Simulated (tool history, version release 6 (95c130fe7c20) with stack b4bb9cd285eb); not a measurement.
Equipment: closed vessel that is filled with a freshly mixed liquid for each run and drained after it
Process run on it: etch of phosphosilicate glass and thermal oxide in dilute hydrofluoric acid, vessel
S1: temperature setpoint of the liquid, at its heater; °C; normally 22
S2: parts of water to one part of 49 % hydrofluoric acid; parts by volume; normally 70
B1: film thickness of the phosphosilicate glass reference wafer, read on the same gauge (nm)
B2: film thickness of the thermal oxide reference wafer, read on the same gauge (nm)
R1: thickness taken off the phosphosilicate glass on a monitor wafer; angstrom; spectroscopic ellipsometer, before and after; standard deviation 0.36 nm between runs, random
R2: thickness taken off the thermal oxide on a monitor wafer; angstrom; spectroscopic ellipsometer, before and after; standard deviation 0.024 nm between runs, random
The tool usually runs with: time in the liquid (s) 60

run 1 hour=0 | S1=22 S2=85 time_in_the_liquid_(s)=60 | B1=64.18 B2=42.771 | R1=413.5 R2=41.32
run 2 hour=73.1 | S1=22 S2=70 time_in_the_liquid_(s)=60 | B1=64.29 B2=42.826 | R1=518.4 R2=51.12
run 3 hour=151 | S1=22 S2=70 time_in_the_liquid_(s)=60 | B1=64.44 B2=42.944 | R1=513.6 R2=51.67
run 4 hour=218.4 | S1=22 S2=70 time_in_the_liquid_(s)=60 | B1=64.49 B2=42.972 | R1=512.6 R2=51.56
run 5 hour=281 | S1=22 S2=70 time_in_the_liquid_(s)=60 | B1=64.58 B2=43.09 | R1=518 R2=51.23
run 6 hour=334.1 | S1=22 S2=50 time_in_the_liquid_(s)=40 | B1=64.7 B2=43.151 | R1=495.1 R2=48.98
run 7 hour=403 | S1=17 S2=95 time_in_the_liquid_(s)=30 | B1=64.77 B2=43.179 | R1=151.9 R2=14.95
run 8 hour=488.3 | S1=18.5 S2=70 time_in_the_liquid_(s)=80 | B1=64.96 B2=43.301 | R1=601.8 R2=59.31
run 9 hour=525 | S1=18 S2=70 time_in_the_liquid_(s)=40 | B1=65.01 B2=43.311 | R1=291.7 R2=29.39
run 10 hour=583.7 | S1=18.5 S2=55 time_in_the_liquid_(s)=35 | B1=65.07 B2=43.334 | R1=343.9 R2=33.59
run 11 hour=645.3 | S1=22 S2=45 time_in_the_liquid_(s)=60 | B1=65.18 B2=43.43 | R1=830.8 R2=82.9
run 12 hour=683.4 | S1=22 S2=70 time_in_the_liquid_(s)=60 | B1=65.3 B2=43.498 | R1=521.2 R2=51.6
run 13 hour=846.8 | S1=22 S2=70 time_in_the_liquid_(s)=60 | B1=65.45 B2=43.666 | R1=524.8 R2=52.15
-- hour=875 thermometer replaced
-- hour=882.2 hydrofluoric acid flow meter replaced
run 14 hour=931.7 | S1=22 S2=60 time_in_the_liquid_(s)=60 | B1=65.62 B2=43.723 | R1=630 R2=61.67
-- hour=941.7 gauge calibrated
run 15 hour=990.6 | S1=22 S2=70 time_in_the_liquid_(s)=90 | B1=59.13 B2=39.428 | R1=711.1 R2=70.62
run 16 hour=1081.8 | S1=22 S2=70 time_in_the_liquid_(s)=60 | B1=59.31 B2=39.51 | R1=476.5 R2=47.44

Run 17 comes next. What will it give?
run 17 hour=1146.1 | S1=20 S2=35 time_in_the_liquid_(s)=90 | B1=? B2=? | R1=? R2=?

{"run 17": {"B1": 59.41, "B2": 39.545, "R1": 1347.7, "R2": 136.14}}
If the tool had no hidden condition, the same run with the same run-to-run variation would have returned R1 1361.7 angstrom, R2 137.55 angstrom.

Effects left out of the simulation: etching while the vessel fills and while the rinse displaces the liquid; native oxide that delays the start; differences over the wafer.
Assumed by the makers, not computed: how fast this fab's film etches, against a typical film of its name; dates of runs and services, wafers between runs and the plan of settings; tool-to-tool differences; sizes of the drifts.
